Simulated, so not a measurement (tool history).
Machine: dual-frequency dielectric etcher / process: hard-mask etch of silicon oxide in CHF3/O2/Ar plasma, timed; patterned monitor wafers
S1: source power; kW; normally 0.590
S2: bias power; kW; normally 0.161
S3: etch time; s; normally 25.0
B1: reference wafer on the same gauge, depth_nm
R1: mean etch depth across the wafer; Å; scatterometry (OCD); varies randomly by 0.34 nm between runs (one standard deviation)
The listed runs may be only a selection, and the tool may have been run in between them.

run 1 hour=0.0 | S1=0.590 S2=0.161 S3=25.0 | B1=44.35 | R1=507.7
run 2 hour=71.7 | S1=0.590 S2=0.161 S3=25.0 | B1=44.29 | R1=510.9
run 3 hour=104.0 | S1=0.590 S2=0.161 S3=25.0 | B1=44.30 | R1=513.7
run 4 hour=133.4 | S1=0.590 S2=0.161 S3=25.0 | B1=44.29 | R1=516.2
run 5 hour=196.8 | S1=0.590 S2=0.161 S3=25.0 | B1=44.29 | R1=508.6
run 6 hour=249.3 | S1=0.540 S2=0.161 S3=25.0 | B1=44.36 | R1=505.4
run 7 hour=304.6 | S1=0.540 S2=0.161 S3=25.0 | B1=44.26 | R1=512.3
run 8 hour=359.8 | S1=0.510 S2=0.161 S3=25.0 | B1=44.30 | R1=496.1
-- hour=425.5 wet clean of the chamber
run 9 hour=430.1 | S1=0.510 S2=0.161 S3=25.0 | B1=44.24 | R1=489.3
run 10 hour=478.7 | S1=0.590 S2=0.161 S3=25.0 | B1=44.29 | R1=511.1
run 11 hour=597.7 | S1=0.590 S2=0.161 S3=25.0 | B1=44.20 | R1=513.5
-- hour=634.1 gauge calibrated
run 12 hour=662.4 | S1=0.590 S2=0.161 S3=25.0 | B1=44.32 | R1=514.9
run 13 hour=713.6 | S1=0.590 S2=0.161 S3=25.0 | B1=44.25 | R1=520.4
run 14 hour=740.4 | S1=0.510 S2=0.161 S3=25.0 | B1=44.29 | R1=504.2
run 15 hour=779.7 | S1=0.470 S2=0.161 S3=25.0 | B1=44.24 | R1=492.2
-- hour=827.4 upper electrode replaced, of another model than before
run 16 hour=827.9 | S1=0.590 S2=0.161 S3=25.0 | B1=44.38 | R1=529.8
run 17 hour=874.4 | S1=0.450 S2=0.132 S3=28.5 | B1=44.34 | R1=502.7
-- hour=890.8 bias power generator calibrated
-- hour=931.9 wet clean of the chamber
run 18 hour=944.5 | S1=0.510 S2=0.122 S3=20.0 | B1=44.30 | R1=327.8
run 19 hour=1002.1 | S1=0.590 S2=0.161 S3=19.5 | B1=44.33 | R1=400.7
-- hour=1016.3 source power generator calibrated
run 20 hour=1062.5 | S1=0.720 S2=0.184 S3=22.5 | B1=44.34 | R1=529.4
run 21 hour=1105.2 | S1=0.730 S2=0.184 S3=31.0 | B1=44.20 | R1=717.0
run 22 hour=1134.6 | S1=0.590 S2=0.161 S3=19.5 | B1=44.38 | R1=403.2
run 23 hour=1191.6 | S1=0.530 S2=0.194 S3=30.0 | B1=44.28 | R1=681.6
run 24 hour=1225.5 | S1=0.480 S2=0.192 S3=29.5 | B1=44.27 | R1=649.0
run 25 hour=1286.0 | S1=0.590 S2=0.161 S3=25.0 | B1=44.31 | R1=523.1
run 26 hour=1311.7 | S1=0.590 S2=0.124 S3=25.0 | B1=44.25 | R1=444.9
-- hour=1383.3 wet clean of the chamber
run 27 hour=1383.8 | S1=0.690 S2=0.141 S3=25.0 | B1=44.25 | R1=486.5

Consider 5 possible next runs. They are alternatives, not a sequence: every one starts from the tool as it was left by run 27. What does each give?
run A hour=1384.2 | S1=0.590 S2=0.161 S3=25.0 | B1=? | R1=?
run B hour=1384.2 | S1=0.520 S2=0.143 S3=25.0 | B1=? | R1=?
run C hour=1384.2 | S1=0.590 S2=0.161 S3=23.0 | B1=? | R1=?
run D hour=1384.2 | S1=0.460 S2=0.173 S3=20.5 | B1=? | R1=?
run E hour=1384.2 | S1=0.590 S2=0.200 S3=28.0 | B1=? | R1=?

run=A B1=44.32 R1=511.1
run=B B1=44.32 R1=461.7
run=C B1=44.32 R1=470.2
run=D B1=44.32 R1=414.4
run=E B1=44.32 R1=648.4
Had the tool no hidden state, the same runs would have come out as:
run=A R1=508.7
run=B R1=459.5
run=C R1=468.0
run=D R1=412.5
run=E R1=645.4
